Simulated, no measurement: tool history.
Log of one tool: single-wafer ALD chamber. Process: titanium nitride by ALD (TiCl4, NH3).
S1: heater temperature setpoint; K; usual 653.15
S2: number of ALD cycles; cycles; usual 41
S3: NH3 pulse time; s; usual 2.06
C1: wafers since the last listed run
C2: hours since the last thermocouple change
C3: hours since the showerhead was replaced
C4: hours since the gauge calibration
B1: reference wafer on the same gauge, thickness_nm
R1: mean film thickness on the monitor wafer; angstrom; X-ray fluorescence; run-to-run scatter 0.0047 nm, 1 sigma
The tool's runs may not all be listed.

run	hour	S1	S2	S3	C1	C2	C3	C4	B1	R1
1	0.0	653.15	41	2.06	0	240.9	4394.4	2148.2	0.966	8.85
2	65.1	653.15	41	2.06	451	306.0	4459.5	2213.3	0.965	8.81
3	165.0	653.15	44	2.06	693	405.9	4559.4	2313.2	0.965	9.41
4	266.0	643.15	41	2.06	700	506.9	4660.4	2414.2	0.967	8.71
5	351.3	653.15	41	2.06	591	592.2	4745.7	2499.5	0.967	8.88
6	419.2	653.15	41	2.06	471	660.1	4813.6	2567.4	0.966	8.81
7	580.7	653.15	36	2.25	1120	821.6	4975.1	2728.9	0.966	7.76
8	617.9	653.15	36	2.25	258	858.8	5012.3	2766.1	0.966	7.85
9	724.5	653.15	41	2.06	739	965.4	5118.9	2872.7	0.967	8.83
10	831.6	653.15	41	2.06	743	1072.5	5226.0	2979.8	0.966	8.82
# hour 882.5: showerhead replaced
11	931.6	653.15	41	2.06	638	1172.5	49.1	3079.8	0.965	8.88
12	1019.9	653.15	41	2.67	612	1260.8	137.4	3168.1	0.968	9.02
13	1072.3	653.15	41	2.67	363	1313.2	189.8	3220.5	0.964	8.97
14	1110.7	647.15	41	2.06	266	1351.6	228.2	3258.9	0.965	8.81
15	1182.8	653.15	41	2.06	500	1423.7	300.3	3331.0	0.969	8.82
16	1232.3	653.15	41	2.06	343	1473.2	349.8	3380.5	0.965	8.87
# hour 1285.0: gauge calibrated
17	1325.3	653.15	41	2.06	645	1566.2	442.8	40.3	0.966	8.89
18	1404.5	653.15	41	2.06	549	1645.4	522.0	119.5	0.968	8.83
19	1466.4	653.15	36	2.25	429	1707.3	583.9	181.4	0.965	7.85
20	1519.3	666.15	33	1.79	367	1760.2	636.8	234.3	0.964	7.06
21	1601.8	664.15	41	2.06	572	1842.7	719.3	316.8	0.968	8.98
22	1651.2	657.15	41	1.71	342	1892.1	768.7	366.2	0.964	8.68
23	1706.5	640.15	37	1.36	383	1947.4	824.0	421.5	0.967	7.46
24	1788.7	653.15	41	2.06	570	2029.6	906.2	503.7	0.967	8.81
25	1836.2	653.15	41	2.06	329	2077.1	953.7	551.2	0.966	8.86
# hour 1929.3: thermocouple changed; heater temperature recalibrated
26	1994.9	640.15	37	2.38	1045	65.6	1112.4	709.9	0.965	7.93
27	2099.4	663.15	36	2.71	725	170.1	1216.9	814.4	0.967	7.90
28	2195.8	653.15	41	2.83	669	266.5	1313.3	910.8	0.965	8.97
29	2232.4	653.15	35	2.06	253	303.1	1349.9	947.4	0.965	7.58
30	2270.0	639.15	48	2.06	260	340.7	1387.5	985.0	0.963	10.11
31	2340.1	666.15	41	2.06	486	410.8	1457.6	1055.1	0.967	8.89
32	2399.1	666.15	41	2.06	409	469.8	1516.6	1114.1	0.967	8.97
33	2480.2	643.15	36	2.06	562	550.9	1597.7	1195.2	0.964	7.63
34	2571.0	653.15	41	1.52	630	641.7	1688.5	1286.0	0.966	8.54
35	2659.9	653.15	41	2.06	616	730.6	1777.4	1374.9	0.966	8.88
36	2699.0	659.15	41	2.06	271	769.7	1816.5	1414.0	0.966	8.83

The tool's hidden state at each run:
wafer temperature above the value expected at the setpoint (K): 0 on each run
gauge reads high (%): 0 on each run
